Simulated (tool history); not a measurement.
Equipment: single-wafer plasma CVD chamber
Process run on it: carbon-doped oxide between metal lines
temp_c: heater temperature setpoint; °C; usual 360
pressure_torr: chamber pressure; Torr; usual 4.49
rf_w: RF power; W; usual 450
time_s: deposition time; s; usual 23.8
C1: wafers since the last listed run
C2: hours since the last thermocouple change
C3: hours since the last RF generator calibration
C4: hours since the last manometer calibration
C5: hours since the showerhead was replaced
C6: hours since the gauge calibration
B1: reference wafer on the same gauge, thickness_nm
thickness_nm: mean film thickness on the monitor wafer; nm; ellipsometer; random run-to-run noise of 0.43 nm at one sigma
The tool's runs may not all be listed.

Run 1, hour 0: usual settings; C1 0; C2 24.5; C3 517.4; C4 1293.1; C5 6723.4; C6 2300.5; B1 85.004. Result: thickness_nm 103.281 nm.
Run 2, hour 36: usual settings; C1 1328; C2 60.5; C3 553.4; C4 1329.1; C5 6759.4; C6 2336.5; B1 84.931. Result: thickness_nm 103.139 nm.
Run 3, hour 66.6: usual settings; C1 1128; C2 91.1; C3 584; C4 1359.7; C5 6790; C6 2367.1; B1 84.987. Result: thickness_nm 103.173 nm.
Run 4, hour 116.7: usual settings; C1 1848; C2 141.2; C3 634.1; C4 1409.8; C5 6840.1; C6 2417.2; B1 84.916. Result: thickness_nm 103.584 nm.
Run 5, hour 182: usual settings but rf_w 430 W; C1 2409; C2 206.5; C3 699.4; C4 1475.1; C5 6905.4; C6 2482.5; B1 85.003. Result: thickness_nm 98.635 nm.
Run 6, hour 211.2: usual settings but temp_c 368 °C, pressure_torr 5.23 Torr, rf_w 415 W, time_s 20.9 s; C1 1077; C2 235.7; C3 728.6; C4 1504.3; C5 6934.6; C6 2511.7; B1 85.051. Result: thickness_nm 83.464 nm.
Run 7, hour 243: usual settings but temp_c 355 °C, pressure_torr 4.09 Torr, rf_w 425 W, time_s 25.7 s; C1 1173; C2 267.5; C3 760.4; C4 1536.1; C5 6966.4; C6 2543.5; B1 85.032. Result: thickness_nm 104.338 nm.
Run 8, hour 299.3: usual settings but pressure_torr 4.11 Torr; C1 2077; C2 323.8; C3 816.7; C4 1592.4; C5 7022.7; C6 2599.8; B1 84.94. Result: thickness_nm 101.492 nm.
Run 9, hour 357.8: usual settings but pressure_torr 3.65 Torr, rf_w 415 W, time_s 19.5 s; C1 2158; C2 382.3; C3 875.2; C4 1650.9; C5 7081.2; C6 2658.3; B1 85.033. Result: thickness_nm 75.655 nm.
At hour 400.8: showerhead replaced.
Run 10, hour 428.3: usual settings but pressure_torr 4.92 Torr, rf_w 510 W, time_s 19.8 s; C1 2305; C2 452.8; C3 945.7; C4 1721.4; C5 27.5; C6 2728.8; B1 85.03. Result: thickness_nm 97.248 nm.
At hour 443.7: capacitance manometer re-zeroed and calibrated.
Run 11, hour 477.3: usual settings but pressure_torr 5.45 Torr; C1 1512; C2 501.8; C3 994.7; C4 33.6; C5 76.5; C6 2777.8; B1 85.133. Result: thickness_nm 105.58 nm.
Run 12, hour 541.5: usual settings but pressure_torr 5.33 Torr, rf_w 385 W, time_s 22.1 s; C1 2368; C2 566; C3 1058.9; C4 97.8; C5 140.7; C6 2842; B1 84.929. Result: thickness_nm 83.013 nm.
Run 13, hour 611.1: usual settings but time_s 28.1 s; C1 2567; C2 635.6; C3 1128.5; C4 167.4; C5 210.3; C6 2911.6; B1 84.921. Result: thickness_nm 120.212 nm.
Run 14, hour 649.9: usual settings; C1 1431; C2 674.4; C3 1167.3; C4 206.2; C5 249.1; C6 2950.4; B1 85.075. Result: thickness_nm 102.608 nm.
At hour 685.1: RF generator calibrated.
Run 15, hour 713.6: usual settings; C1 2055; C2 738.1; C3 28.5; C4 269.9; C5 312.8; C6 3014.1; B1 85.142. Result: thickness_nm 104.516 nm.
At hour 751: gauge calibrated.
Run 16, hour 755.6: usual settings; C1 1549; C2 780.1; C3 70.5; C4 311.9; C5 354.8; C6 4.6; B1 84.957. Result: thickness_nm 105.023 nm.
Run 17, hour 804.1: usual settings but rf_w 505 W, time_s 20.5 s; C1 1789; C2 828.6; C3 119; C4 360.4; C5 403.3; C6 53.1; B1 85.092. Result: thickness_nm 99.997 nm.
Run 18, hour 981.6: usual settings but temp_c 373 °C, pressure_torr 3.84 Torr, time_s 21.3 s; C1 6548; C2 1006.1; C3 296.5; C4 537.9; C5 580.8; C6 230.6; B1 85.122. Result: thickness_nm 88.684 nm.
Run 19, hour 1050.4: usual settings but time_s 20.3 s; C1 2538; C2 1074.9; C3 365.3; C4 606.7; C5 649.6; C6 299.4; B1 85.028. Result: thickness_nm 88.502 nm.
Run 20, hour 1094: usual settings but pressure_torr 4.95 Torr, time_s 22.4 s; C1 1608; C2 1118.5; C3 408.9; C4 650.3; C5 693.2; C6 343; B1 84.942. Result: thickness_nm 98.93 nm.
Run 21, hour 1143.6: usual settings but pressure_torr 3.47 Torr; C1 1829; C2 1168.1; C3 458.5; C4 699.9; C5 742.8; C6 392.6; B1 85.107. Result: thickness_nm 100.796 nm.
Run 22, hour 1204.9: usual settings; C1 2261; C2 1229.4; C3 519.8; C4 761.2; C5 804.1; C6 453.9; B1 84.941. Result: thickness_nm 102.843 nm.
Run 23, hour 1236.6: usual settings but temp_c 351 °C, pressure_torr 4.98 Torr, rf_w 405 W, time_s 27.2 s; C1 1169; C2 1261.1; C3 551.5; C4 792.9; C5 835.8; C6 485.6; B1 85.075. Result: thickness_nm 108.412 nm.
Run 24, hour 1282: usual settings but temp_c 365 °C, pressure_torr 5.53 Torr, rf_w 495 W, time_s 21.8 s; C1 1675; C2 1306.5; C3 596.9; C4 838.3; C5 881.2; C6 531; B1 84.94. Result: thickness_nm 104.95 nm.
At hour 1338.4: thermocouple changed; heater temperature recalibrated.
Run 25, hour 1338.9: usual settings but temp_c 373 °C; C1 1804; C2 0.5; C3 653.8; C4 895.2; C5 938.1; C6 587.9; B1 85.085. Result: thickness_nm 100.211 nm.
Run 26, hour 1395.3: usual settings but temp_c 345 °C, rf_w 420 W, time_s 20.6 s; C1 2080; C2 56.9; C3 710.2; C4 951.6; C5 994.5; C6 644.3; B1 84.927. Result: thickness_nm 86.836 nm.
Run 27, hour 1431.5: usual settings but temp_c 372 °C, pressure_torr 3.74 Torr, rf_w 505 W, time_s 27.1 s; C1 1335; C2 93.1; C3 746.4; C4 987.8; C5 1030.7; C6 680.5; B1 85.052. Result: thickness_nm 123.442 nm.
Run 28, hour 1496.9: usual settings; C1 2412; C2 158.5; C3 811.8; C4 1053.2; C5 1096.1; C6 745.9; B1 84.889. Result: thickness_nm 103.137 nm.
Run 29, hour 1566: usual settings but temp_c 354 °C; C1 2549; C2 227.6; C3 880.9; C4 1122.3; C5 1165.2; C6 815; B1 85.049. Result: thickness_nm 104.397 nm.

What if the next run were any one of these 3? Each begins from the tool's condition after run 29:
Run A, hour 1566.4: usual settings; C1 14; C2 228; C3 881.3; C4 1122.7; C5 1165.6; C6 815.4; B1 ?. Result: thickness_nm ?.
Run B, hour 1566.4: usual settings but temp_c 375 °C, pressure_torr 5.01 Torr; C1 14; C2 228; C3 881.3; C4 1122.7; C5 1165.6; C6 815.4; B1 ?. Result: thickness_nm ?.
Run C, hour 1566.4: usual settings but temp_c 373 °C, time_s 25.3 s; C1 14; C2 228; C3 881.3; C4 1122.7; C5 1165.6; C6 815.4; B1 ?. Result: thickness_nm ?.

run      B1  thickness_nm
  A  84.908       101.671
  B  84.908           100
  C  84.908       105.014
Take away the tool's hidden state, keep each run's random variation, and the runs would have read:
run  thickness_nm
  A       105.212
  B       103.483
  C       108.671

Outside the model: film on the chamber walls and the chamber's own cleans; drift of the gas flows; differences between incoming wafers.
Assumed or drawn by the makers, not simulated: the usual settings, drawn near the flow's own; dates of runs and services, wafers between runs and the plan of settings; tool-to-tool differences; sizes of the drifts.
